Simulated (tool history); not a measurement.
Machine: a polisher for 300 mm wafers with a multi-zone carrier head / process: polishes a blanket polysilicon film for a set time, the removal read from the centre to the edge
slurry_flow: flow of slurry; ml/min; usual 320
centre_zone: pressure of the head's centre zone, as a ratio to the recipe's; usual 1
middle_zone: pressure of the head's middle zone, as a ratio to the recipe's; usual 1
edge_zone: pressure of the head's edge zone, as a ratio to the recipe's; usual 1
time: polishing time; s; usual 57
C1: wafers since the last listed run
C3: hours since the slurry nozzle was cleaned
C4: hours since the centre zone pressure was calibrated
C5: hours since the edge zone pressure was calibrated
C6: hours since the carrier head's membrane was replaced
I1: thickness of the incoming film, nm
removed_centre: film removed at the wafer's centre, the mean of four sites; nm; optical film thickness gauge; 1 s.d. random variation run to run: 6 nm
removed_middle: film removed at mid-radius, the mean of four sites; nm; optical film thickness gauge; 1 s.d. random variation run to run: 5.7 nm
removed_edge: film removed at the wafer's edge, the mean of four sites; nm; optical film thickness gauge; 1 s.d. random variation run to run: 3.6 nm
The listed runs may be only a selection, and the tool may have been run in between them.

run 1 hour=0 | slurry_flow=250 centre_zone=0.96 middle_zone=1 edge_zone=1 time=57 | C1=0 wafers_polished_on_this_pad=1185 C3=289.1 C4=39.4 C5=331.9 C6=1212.5 | I1=1292.5 | removed_centre=473 removed_middle=486.2 removed_edge=484.7
run 2 hour=49.3 | slurry_flow=250 centre_zone=0.96 middle_zone=1 edge_zone=1 time=57 | C1=301 wafers_polished_on_this_pad=1486 C3=338.4 C4=88.7 C5=381.2 C6=1261.8 | I1=1296 | removed_centre=460.6 removed_middle=480.8 removed_edge=491.1
run 3 hour=84.6 | slurry_flow=320 centre_zone=1 middle_zone=1 edge_zone=1 time=57 | C1=215 wafers_polished_on_this_pad=1702 C3=373.7 C4=124 C5=416.5 C6=1297.1 | I1=1288 | removed_centre=476.1 removed_middle=494.3 removed_edge=502.4
run 4 hour=124.9 | slurry_flow=320 centre_zone=0.96 middle_zone=1 edge_zone=0.9 time=39 | C1=246 wafers_polished_on_this_pad=1948 C3=414 C4=164.3 C5=456.8 C6=1337.4 | I1=1280.6 | removed_centre=314.4 removed_middle=335.2 removed_edge=323.1
-- hour=166.4 worn pad replaced by a new one
run 5 hour=192.2 | slurry_flow=320 centre_zone=1 middle_zone=1 edge_zone=1 time=57 | C1=386 wafers_polished_on_this_pad=157 C3=481.3 C4=231.6 C5=524.1 C6=1404.7 | I1=1293.6 | removed_centre=498.5 removed_middle=511 removed_edge=514.6
run 6 hour=234.6 | slurry_flow=320 centre_zone=1.12 middle_zone=1 edge_zone=1 time=42 | C1=259 wafers_polished_on_this_pad=416 C3=523.7 C4=274 C5=566.5 C6=1447.1 | I1=1298.7 | removed_centre=374.7 removed_middle=372 removed_edge=375.7
run 7 hour=287.2 | slurry_flow=290 centre_zone=1.07 middle_zone=1 edge_zone=1 time=42 | C1=321 wafers_polished_on_this_pad=738 C3=576.3 C4=326.6 C5=619.1 C6=1499.7 | I1=1300.7 | removed_centre=355.7 removed_middle=363.3 removed_edge=369.8
-- hour=321.9 carrier head's membrane replaced by a new one
run 8 hour=344.6 | slurry_flow=320 centre_zone=1 middle_zone=1 edge_zone=1 time=57 | C1=320 wafers_polished_on_this_pad=1058 C3=633.7 C4=384 C5=676.5 C6=22.7 | I1=1271 | removed_centre=456.8 removed_middle=496.4 removed_edge=500.2
run 9 hour=369.5 | slurry_flow=320 centre_zone=0.9 middle_zone=1 edge_zone=1 time=66 | C1=152 wafers_polished_on_this_pad=1210 C3=658.6 C4=408.9 C5=701.4 C6=47.6 | I1=1311.5 | removed_centre=502.6 removed_middle=580.7 removed_edge=571.5
run 10 hour=418.4 | slurry_flow=320 centre_zone=1.07 middle_zone=1 edge_zone=1 time=57 | C1=298 wafers_polished_on_this_pad=1509 C3=707.5 C4=457.8 C5=750.3 C6=96.5 | I1=1282 | removed_centre=477.6 removed_middle=488.7 removed_edge=487.9
run 11 hour=462.8 | slurry_flow=270 centre_zone=1 middle_zone=0.89 edge_zone=1 time=57 | C1=271 wafers_polished_on_this_pad=1780 C3=751.9 C4=502.2 C5=794.7 C6=140.9 | I1=1286.7 | removed_centre=445 removed_middle=437.6 removed_edge=494.2
-- hour=491.5 worn pad replaced by a new one
run 12 hour=496.9 | slurry_flow=230 centre_zone=1 middle_zone=0.96 edge_zone=1 time=57 | C1=183 wafers_polished_on_this_pad=32 C3=786 C4=536.3 C5=828.8 C6=175 | I1=1314 | removed_centre=456.5 removed_middle=483.5 removed_edge=507.6
-- hour=525.2 edge zone pressure recalibrated
run 13 hour=532.8 | slurry_flow=320 centre_zone=1 middle_zone=1 edge_zone=1 time=57 | C1=207 wafers_polished_on_this_pad=240 C3=821.9 C4=572.2 C5=7.6 C6=210.9 | I1=1282.8 | removed_centre=465.9 removed_middle=500.5 removed_edge=511.3
-- hour=549 centre zone pressure recalibrated
-- hour=550.2 slurry nozzle cleaned
run 14 hour=597.1 | slurry_flow=320 centre_zone=1 middle_zone=1 edge_zone=1 time=57 | C1=374 wafers_polished_on_this_pad=614 C3=46.9 C4=48.1 C5=71.9 C6=275.2 | I1=1283 | removed_centre=504.9 removed_middle=497.3 removed_edge=505.4
run 15 hour=634.9 | slurry_flow=390 centre_zone=0.91 middle_zone=1 edge_zone=1 time=48 | C1=231 wafers_polished_on_this_pad=845 C3=84.7 C4=85.9 C5=109.7 C6=313 | I1=1271.9 | removed_centre=403.1 removed_middle=425.3 removed_edge=426.6
run 16 hour=686.2 | slurry_flow=320 centre_zone=0.93 middle_zone=1 edge_zone=1 time=68 | C1=313 wafers_polished_on_this_pad=1159 C3=136 C4=137.2 C5=161 C6=364.3 | I1=1311.7 | removed_centre=559 removed_middle=583.9 removed_edge=599
run 17 hour=744.9 | slurry_flow=320 centre_zone=1.07 middle_zone=0.94 edge_zone=1 time=57 | C1=358 wafers_polished_on_this_pad=1518 C3=194.7 C4=195.9 C5=219.7 C6=423 | I1=1318 | removed_centre=511.4 removed_middle=468.2 removed_edge=497.6
run 18 hour=800.6 | slurry_flow=320 centre_zone=1 middle_zone=1 edge_zone=0.93 time=76 | C1=340 wafers_polished_on_this_pad=1858 C3=250.4 C4=251.6 C5=275.4 C6=478.7 | I1=1281.7 | removed_centre=642.4 removed_middle=656 removed_edge=643.5
-- hour=830.9 worn pad replaced by a new one
run 19 hour=833.3 | slurry_flow=320 centre_zone=1.08 middle_zone=1 edge_zone=1 time=57 | C1=175 wafers_polished_on_this_pad=14 C3=283.1 C4=284.3 C5=308.1 C6=511.4 | I1=1284.8 | removed_centre=527.9 removed_middle=514.6 removed_edge=517.2
run 20 hour=867.1 | slurry_flow=320 centre_zone=0.93 middle_zone=1 edge_zone=1 time=57 | C1=206 wafers_polished_on_this_pad=221 C3=316.9 C4=318.1 C5=341.9 C6=545.2 | I1=1312 | removed_centre=467.9 removed_middle=518.4 removed_edge=517
run 21 hour=937.9 | slurry_flow=320 centre_zone=1 middle_zone=1 edge_zone=1 time=57 | C1=432 wafers_polished_on_this_pad=654 C3=387.7 C4=388.9 C5=412.7 C6=616 | I1=1304.3 | removed_centre=480.8 removed_middle=501.5 removed_edge=502.8

Each row is a separate what-if for the run after 21, all from the same tool condition, not one after another. Results?
run A hour=938.3 | slurry_flow=320 centre_zone=1 middle_zone=1 edge_zone=1 time=57 | C1=2 wafers_polished_on_this_pad=656 C3=388.1 C4=389.3 C5=413.1 C6=616.4 | I1=1285.7 | removed_centre=? removed_middle=? removed_edge=?
run B hour=938.3 | slurry_flow=380 centre_zone=1 middle_zone=1 edge_zone=1 time=46 | C1=2 wafers_polished_on_this_pad=656 C3=388.1 C4=389.3 C5=413.1 C6=616.4 | I1=1285.7 | removed_centre=? removed_middle=? removed_edge=?
run C hour=938.3 | slurry_flow=320 centre_zone=1 middle_zone=1.07 edge_zone=1 time=57 | C1=2 wafers_polished_on_this_pad=656 C3=388.1 C4=389.3 C5=413.1 C6=616.4 | I1=1285.7 | removed_centre=? removed_middle=? removed_edge=?
run D hour=938.3 | slurry_flow=320 centre_zone=1 middle_zone=1.12 edge_zone=1 time=57 | C1=2 wafers_polished_on_this_pad=656 C3=388.1 C4=389.3 C5=413.1 C6=616.4 | I1=1285.7 | removed_centre=? removed_middle=? removed_edge=?
run E hour=938.3 | slurry_flow=320 centre_zone=1 middle_zone=1 edge_zone=0.94 time=57 | C1=2 wafers_polished_on_this_pad=656 C3=388.1 C4=389.3 C5=413.1 C6=616.4 | I1=1285.7 | removed_centre=? removed_middle=? removed_edge=?

run=A removed_centre=469.1 removed_middle=506.8 removed_edge=508.5
run=B removed_centre=384.2 removed_middle=414.5 removed_edge=414.6
run=C removed_centre=469.3 removed_middle=532.5 removed_edge=508.1
run=D removed_centre=469.5 removed_middle=550.9 removed_edge=507.8
run=E removed_centre=469.1 removed_middle=506.9 removed_edge=493.8
What these runs would have given with no unlogged condition in the tool:
run=A removed_centre=507.4 removed_middle=524.5 removed_edge=526.3
run=B removed_centre=415.6 removed_middle=428.9 removed_edge=429.1
run=C removed_centre=507.6 removed_middle=551.1 removed_edge=525.9
run=D removed_centre=507.8 removed_middle=570.1 removed_edge=525.6
run=E removed_centre=507.4 removed_middle=524.5 removed_edge=511.1
